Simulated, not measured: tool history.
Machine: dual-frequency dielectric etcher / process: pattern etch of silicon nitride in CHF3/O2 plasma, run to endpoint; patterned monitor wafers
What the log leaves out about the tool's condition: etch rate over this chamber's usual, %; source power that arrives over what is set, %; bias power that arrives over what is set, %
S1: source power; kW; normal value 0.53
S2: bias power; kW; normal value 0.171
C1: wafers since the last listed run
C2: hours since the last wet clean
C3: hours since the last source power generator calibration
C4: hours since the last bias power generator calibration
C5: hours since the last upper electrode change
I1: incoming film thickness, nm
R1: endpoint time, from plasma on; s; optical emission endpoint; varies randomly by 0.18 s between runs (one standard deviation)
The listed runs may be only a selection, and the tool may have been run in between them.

{"run": 1, "hour": 0.0, "S1": 0.53, "S2": 0.171, "C1": 0, "C2": 306.8, "C3": 2957.1, "C4": 1708.3, "C5": 3384.4, "I1": 62.2, "R1": 40.4}
{"run": 2, "hour": 34.3, "S1": 0.59, "S2": 0.171, "C1": 407, "C2": 341.1, "C3": 2991.4, "C4": 1742.6, "C5": 3418.7, "I1": 62.2, "R1": 38.3}
{"run": 3, "hour": 66.5, "S1": 0.59, "S2": 0.171, "C1": 382, "C2": 373.3, "C3": 3023.6, "C4": 1774.8, "C5": 3450.9, "I1": 62.2, "R1": 38.6}
{"run": 4, "hour": 88.4, "S1": 0.56, "S2": 0.171, "C1": 260, "C2": 395.2, "C3": 3045.5, "C4": 1796.7, "C5": 3472.8, "I1": 62.1, "R1": 39.9}
{"hour": 114.5, "done": "wet clean of the chamber"}
{"run": 5, "hour": 115.0, "S1": 0.56, "S2": 0.171, "C1": 30, "C2": 0.5, "C3": 3072.1, "C4": 1823.3, "C5": 3499.4, "I1": 61.6, "R1": 37.5}
{"run": 6, "hour": 126.8, "S1": 0.53, "S2": 0.16, "C1": 140, "C2": 12.3, "C3": 3083.9, "C4": 1835.1, "C5": 3511.2, "I1": 61.9, "R1": 40.2}
{"run": 7, "hour": 161.6, "S1": 0.53, "S2": 0.171, "C1": 413, "C2": 47.1, "C3": 3118.7, "C4": 1869.9, "C5": 3546, "I1": 61.8, "R1": 39.3}
{"run": 8, "hour": 187.4, "S1": 0.47, "S2": 0.145, "C1": 306, "C2": 72.9, "C3": 3144.5, "C4": 1895.7, "C5": 3571.8, "I1": 62, "R1": 44.8}
{"run": 9, "hour": 213.9, "S1": 0.47, "S2": 0.145, "C1": 314, "C2": 99.4, "C3": 3171, "C4": 1922.2, "C5": 3598.3, "I1": 62.5, "R1": 44.8}
{"run": 10, "hour": 229.2, "S1": 0.59, "S2": 0.2, "C1": 181, "C2": 114.7, "C3": 3186.3, "C4": 1937.5, "C5": 3613.6, "I1": 61.7, "R1": 35.3}
{"hour": 326.5, "done": "bias power generator calibrated"}
{"run": 11, "hour": 334.7, "S1": 0.59, "S2": 0.2, "C1": 1206, "C2": 220.2, "C3": 3291.8, "C4": 8.2, "C5": 3719.1, "I1": 61.8, "R1": 35.9}
{"run": 12, "hour": 349.5, "S1": 0.59, "S2": 0.2, "C1": 175, "C2": 235, "C3": 3306.6, "C4": 23, "C5": 3733.9, "I1": 62.1, "R1": 35.9}
{"hour": 390.2, "done": "upper electrode replaced"}
{"run": 13, "hour": 390.7, "S1": 0.53, "S2": 0.171, "C1": 204, "C2": 276.2, "C3": 3347.8, "C4": 64.2, "C5": 0.5, "I1": 61.6, "R1": 40}
{"run": 14, "hour": 404.3, "S1": 0.6, "S2": 0.171, "C1": 161, "C2": 289.8, "C3": 3361.4, "C4": 77.8, "C5": 14.1, "I1": 62.9, "R1": 38.3}
{"run": 15, "hour": 428.4, "S1": 0.53, "S2": 0.171, "C1": 286, "C2": 313.9, "C3": 3385.5, "C4": 101.9, "C5": 38.2, "I1": 61.4, "R1": 40.2}
{"hour": 443.8, "done": "source power generator calibrated"}
{"run": 16, "hour": 460.8, "S1": 0.44, "S2": 0.186, "C1": 337, "C2": 346.3, "C3": 17, "C4": 134.3, "C5": 70.6, "I1": 62.4, "R1": 43.9}
{"hour": 513.0, "done": "wet clean of the chamber"}
{"run": 17, "hour": 513.5, "S1": 0.62, "S2": 0.157, "C1": 341, "C2": 0.5, "C3": 69.7, "C4": 187, "C5": 123.3, "I1": 62.2, "R1": 37.2}
{"run": 18, "hour": 518.1, "S1": 0.53, "S2": 0.171, "C1": 54, "C2": 5.1, "C3": 74.3, "C4": 191.6, "C5": 127.9, "I1": 61.1, "R1": 38.4}
{"run": 19, "hour": 532.7, "S1": 0.43, "S2": 0.209, "C1": 173, "C2": 19.7, "C3": 88.9, "C4": 206.2, "C5": 142.5, "I1": 62, "R1": 40.9}
{"run": 20, "hour": 547.6, "S1": 0.59, "S2": 0.131, "C1": 177, "C2": 34.6, "C3": 103.8, "C4": 221.1, "C5": 157.4, "I1": 62.3, "R1": 40.6}
{"run": 21, "hour": 581.9, "S1": 0.41, "S2": 0.141, "C1": 407, "C2": 68.9, "C3": 138.1, "C4": 255.4, "C5": 191.7, "I1": 62.2, "R1": 48.9}
{"run": 22, "hour": 600.7, "S1": 0.53, "S2": 0.131, "C1": 223, "C2": 87.7, "C3": 156.9, "C4": 274.2, "C5": 210.5, "I1": 62.4, "R1": 43.5}
{"run": 23, "hour": 621.6, "S1": 0.62, "S2": 0.198, "C1": 248, "C2": 108.6, "C3": 177.8, "C4": 295.1, "C5": 231.4, "I1": 61.9, "R1": 34.3}
{"run": 24, "hour": 657.6, "S1": 0.53, "S2": 0.171, "C1": 427, "C2": 144.6, "C3": 213.8, "C4": 331.1, "C5": 267.4, "I1": 62.3, "R1": 40}

A few steps of R1 between consecutive runs. Split each: what settings, incoming material and random variation would produce without the hidden state, and what is left over for the hidden state, along with gauge scatter present in only one of the two compared results (measured, and without hidden state):
Run 4 -> 5: wet clean of the chamber. R1 -2.4 s: hidden state -1.9, all else -0.5.
Run 9 -> 10: S1 0.47 -> 0.59, S2 0.145 -> 0.2. R1 -9.5 s: hidden state -0.1, all else -9.4.
Run 16 -> 17: S1 0.44 -> 0.62, S2 0.186 -> 0.157, wet clean of the chamber. R1 -6.7 s: hidden state -1.9, all else -4.8.
Run 22 -> 23: S1 0.53 -> 0.62, S2 0.131 -> 0.198. R1 -9.2 s: hidden state -0.1, all else -9.1.

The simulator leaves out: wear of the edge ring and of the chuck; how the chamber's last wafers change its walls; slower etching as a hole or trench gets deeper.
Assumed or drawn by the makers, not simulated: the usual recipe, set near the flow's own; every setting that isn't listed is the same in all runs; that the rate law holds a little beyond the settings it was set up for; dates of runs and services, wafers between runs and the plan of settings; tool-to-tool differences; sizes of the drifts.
